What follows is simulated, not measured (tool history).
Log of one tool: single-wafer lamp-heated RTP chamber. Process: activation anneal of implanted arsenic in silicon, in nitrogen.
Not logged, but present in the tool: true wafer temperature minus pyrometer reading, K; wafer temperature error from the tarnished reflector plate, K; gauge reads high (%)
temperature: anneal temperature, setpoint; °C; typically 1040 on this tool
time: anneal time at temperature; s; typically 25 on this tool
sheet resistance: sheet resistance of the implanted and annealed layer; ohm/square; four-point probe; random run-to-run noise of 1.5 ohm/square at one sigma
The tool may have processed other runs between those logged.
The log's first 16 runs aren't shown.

run	hour	temperature	time	wafers since the last listed run	wafers since the last pyrometer calibration	wafers since the reflector plate was cleaned	hours since the gauge calibration	read-back reference wafer on the same gauge, sheet resistance	sheet resistance
17	238.2	1029	38	206	269	12065	389.6	685.81	588.57
# hour 248.4: reflector plate cleaned
18	253.8	1040	25	115	385	81	405.2	686.33	593.53
19	260.7	1019	17	104	489	185	412.1	685.39	610.54
20	274.5	1070	20	209	698	394	425.9	685.6	579.23
21	283.4	1040	25	134	833	529	434.8	686.26	592.32
22	291.8	1040	25	127	960	656	443.2	685.77	592.18
23	298.7	1052	39	104	1065	761	450.1	685.52	571.21
24	307.7	1040	25	136	1201	897	459.1	686.4	589.55
25	320.7	1011	31	196	1398	1094	472.1	686.58	604.62
# hour 334.8: gauge calibrated
26	336.4	1040	25	237	1636	1332	1.6	685.7	591.73
27	348.1	1064	33	177	1813	1509	13.3	685.59	565.87
28	364.7	1060	38	251	2065	1761	29.9	686.19	561.03
29	372.7	1054	25	121	2186	1882	37.9	686.1	581.98
30	385.3	1025	14	190	2377	2073	50.5	685.11	610.66
31	402.2	1027	20	256	2633	2329	67.4	685.59	600.51
32	416.2	1057	12	212	2845	2541	81.4	686.22	597.83
# hour 433.2: pyrometer window cleaned and pyrometer calibrated
33	433.7	1020	25	143	7	2685	98.9	685.82	602.29

Alternative continuations, all from the tool just after run 33; predict every row:
A	434.1	1056	25	6	14	2691	99.3	?	?
B	434.1	1016	25	6	14	2691	99.3	?	?
C	434.1	1040	20	6	14	2691	99.3	?	?
D	434.1	1032	31	6	14	2691	99.3	?	?

run	read-back reference wafer on the same gauge, sheet resistance	sheet resistance
A	685.37	584.97
B	685.37	608.05
C	685.37	600.79
D	685.37	594.64
With no hidden state in the tool, these same runs would have given:
run	sheet resistance
A	585.27
B	608.25
C	601.03
D	594.91
